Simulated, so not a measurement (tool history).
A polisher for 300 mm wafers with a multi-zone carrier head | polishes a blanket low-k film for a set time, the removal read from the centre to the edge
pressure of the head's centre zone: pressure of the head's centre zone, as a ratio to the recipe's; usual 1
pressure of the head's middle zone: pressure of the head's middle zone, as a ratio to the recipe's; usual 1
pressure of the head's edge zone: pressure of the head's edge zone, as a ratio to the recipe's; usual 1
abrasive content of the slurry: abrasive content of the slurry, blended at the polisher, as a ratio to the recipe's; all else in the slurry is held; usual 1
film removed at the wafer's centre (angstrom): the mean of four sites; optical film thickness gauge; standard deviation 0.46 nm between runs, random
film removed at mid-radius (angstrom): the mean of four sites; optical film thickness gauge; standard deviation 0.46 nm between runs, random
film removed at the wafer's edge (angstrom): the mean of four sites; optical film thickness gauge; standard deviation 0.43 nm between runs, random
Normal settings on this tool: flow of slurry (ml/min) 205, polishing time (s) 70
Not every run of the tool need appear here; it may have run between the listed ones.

| run | day | flow of slurry (ml/min) | pressure of the head's centre zone | pressure of the head's middle zone | pressure of the head's edge zone | abrasive content of the slurry | polishing time (s) | wafers since the last listed run | wafers polished on this pad | hours since the slurry nozzle was cleaned | hours since the centre zone pressure was calibrated | hours since the edge zone pressure was calibrated | hours since the carrier head's membrane was replaced | incoming thickness of the incoming film, nm | film removed at the wafer's centre (angstrom) | film removed at mid-radius (angstrom) | film removed at the wafer's edge (angstrom) |
|---|---|---|---|---|---|---|---|---|---|---|---|---|---|---|---|---|---|
| 1 | 0 | 205 | 1 | 1.04 | 1.09 | 1 | 70 | 0 | 125 | 696.8 | 470.5 | 585.3 | 710.7 | 766.4 | 388 | 408 | 425 |
|  | 0.429 | centre zone pressure recalibrated |
|  | 0.521 | slurry nozzle cleaned |
| 2 | 0.988 | 205 | 0.91 | 1 | 1 | 1.15 | 70 | 226 | 351 | 11.2 | 13.4 | 609 | 734.4 | 755 | 392 | 443 | 431 |
| 3 | 2.292 | 205 | 0.91 | 1 | 1 | 1.15 | 70 | 341 | 693 | 42.5 | 44.7 | 640.3 | 765.7 | 745.3 | 390 | 448 | 438 |
| 4 | 3.108 | 205 | 0.91 | 1 | 1 | 1.15 | 70 | 214 | 907 | 62.1 | 64.3 | 659.9 | 785.3 | 750.5 | 391 | 437 | 434 |
|  | 3.871 | edge zone pressure recalibrated |
|  | 4.496 | carrier head's membrane replaced by a new one |
| 5 | 4.517 | 255 | 1 | 1 | 1 | 1 | 70 | 292 | 1200 | 95.9 | 98.1 | 15.5 | 0.5 | 757.3 | 416 | 430 | 415 |
| 6 | 5.775 | 205 | 1 | 1 | 1 | 1 | 70 | 329 | 1530 | 126.1 | 128.3 | 45.7 | 30.7 | 761.9 | 407 | 420 | 413 |
|  | 6.454 | worn pad replaced by a new one |
| 7 | 6.733 | 205 | 1 | 1.08 | 1 | 1 | 82 | 207 | 73 | 149.1 | 151.3 | 68.7 | 53.7 | 760 | 469 | 509 | 478 |
| 8 | 7.354 | 205 | 1 | 1 | 1 | 1 | 70 | 162 | 236 | 164 | 166.2 | 83.6 | 68.6 | 751.2 | 404 | 422 | 408 |
| 9 | 8.671 | 205 | 0.9 | 1.06 | 1.03 | 1 | 70 | 345 | 581 | 195.6 | 197.8 | 115.2 | 100.2 | 757.1 | 359 | 429 | 417 |
| 10 | 9.9 | 155 | 1 | 1 | 1 | 1 | 70 | 322 | 903 | 225.1 | 227.3 | 144.7 | 129.7 | 768.7 | 374 | 389 | 391 |
| 11 | 11.3 | 205 | 1.05 | 1 | 1 | 1.25 | 76 | 367 | 1270 | 258.7 | 260.9 | 178.3 | 163.3 | 751.8 | 486 | 477 | 476 |
| 12 | 12.175 | 205 | 1 | 1 | 1 | 1 | 70 | 229 | 1500 | 279.7 | 281.9 | 199.3 | 184.3 | 748.7 | 395 | 408 | 407 |
| 13 | 12.917 | 180 | 1 | 1 | 1 | 1 | 70 | 194 | 1694 | 297.5 | 299.7 | 217.1 | 202.1 | 761.7 | 379 | 404 | 397 |
|  | 13.129 | worn pad replaced by a new one |
| 14 | 13.671 | 205 | 1 | 1.1 | 1 | 1.25 | 70 | 154 | 142 | 315.6 | 317.8 | 235.2 | 220.2 | 767.4 | 424 | 478 | 432 |
| 15 | 14.808 | 205 | 1.11 | 0.92 | 1 | 1 | 60 | 298 | 440 | 342.9 | 345.1 | 262.5 | 247.5 | 756 | 369 | 331 | 342 |
| 16 | 15.688 | 205 | 1 | 1.06 | 1 | 0.9 | 70 | 230 | 670 | 364 | 366.2 | 283.6 | 268.6 | 747 | 380 | 412 | 382 |
| 17 | 16.221 | 240 | 1 | 1 | 1 | 1 | 63 | 139 | 810 | 376.8 | 379 | 296.4 | 281.4 | 760.3 | 366 | 377 | 372 |
| 18 | 16.983 | 205 | 1 | 1 | 1 | 1 | 86 | 199 | 1010 | 395.1 | 397.3 | 314.7 | 299.7 | 756.1 | 484 | 498 | 497 |
| 19 | 18.467 | 205 | 0.9 | 1.06 | 1.03 | 1 | 70 | 388 | 1399 | 430.7 | 432.9 | 350.3 | 335.3 | 755.1 | 352 | 425 | 411 |
|  | 18.971 | worn pad replaced by a new one |
| 20 | 19.442 | 205 | 1 | 1 | 1 | 0.8 | 89 | 211 | 123 | 454.1 | 456.3 | 373.7 | 358.7 | 762.6 | 450 | 471 | 468 |
| 21 | 20.083 | 205 | 0.96 | 1 | 1 | 1 | 70 | 168 | 291 | 469.5 | 471.7 | 389.1 | 374.1 | 766.2 | 377 | 407 | 395 |
| 22 | 21.233 | 205 | 1.07 | 1 | 1.07 | 0.8 | 70 | 301 | 593 | 497.1 | 499.3 | 416.7 | 401.7 | 754.6 | 378 | 375 | 385 |

Consider 4 possible next runs. They are alternatives, not a sequence: every one starts from the tool as it was left by run 22. What does each give?
| A | 21.254 | 205 | 0.91 | 1 | 1 | 1 | 70 | 5 | 598 | 497.6 | 499.8 | 417.2 | 402.2 | 754.3 | ? | ? | ? |
| B | 21.254 | 225 | 0.91 | 1.1 | 1 | 1 | 52 | 5 | 598 | 497.6 | 499.8 | 417.2 | 402.2 | 754.3 | ? | ? | ? |
| C | 21.254 | 205 | 1 | 1 | 1 | 1.15 | 70 | 5 | 598 | 497.6 | 499.8 | 417.2 | 402.2 | 754.3 | ? | ? | ? |
| D | 21.254 | 205 | 1.07 | 1 | 1 | 1 | 52 | 5 | 598 | 497.6 | 499.8 | 417.2 | 402.2 | 754.3 | ? | ? | ? |

| run | film removed at the wafer's centre (angstrom) | film removed at mid-radius (angstrom) | film removed at the wafer's edge (angstrom) |
|---|---|---|---|
| A | 350 | 407 | 396 |
| B | 265 | 333 | 298 |
| C | 405 | 427 | 416 |
| D | 306 | 302 | 294 |
Had the tool no hidden state, the same runs would have come out as:
| run | film removed at the wafer's centre (angstrom) | film removed at mid-radius (angstrom) | film removed at the wafer's edge (angstrom) |
|---|---|---|---|
| A | 374 | 432 | 414 |
| B | 282 | 352 | 310 |
| C | 433 | 454 | 435 |
| D | 327 | 320 | 307 |
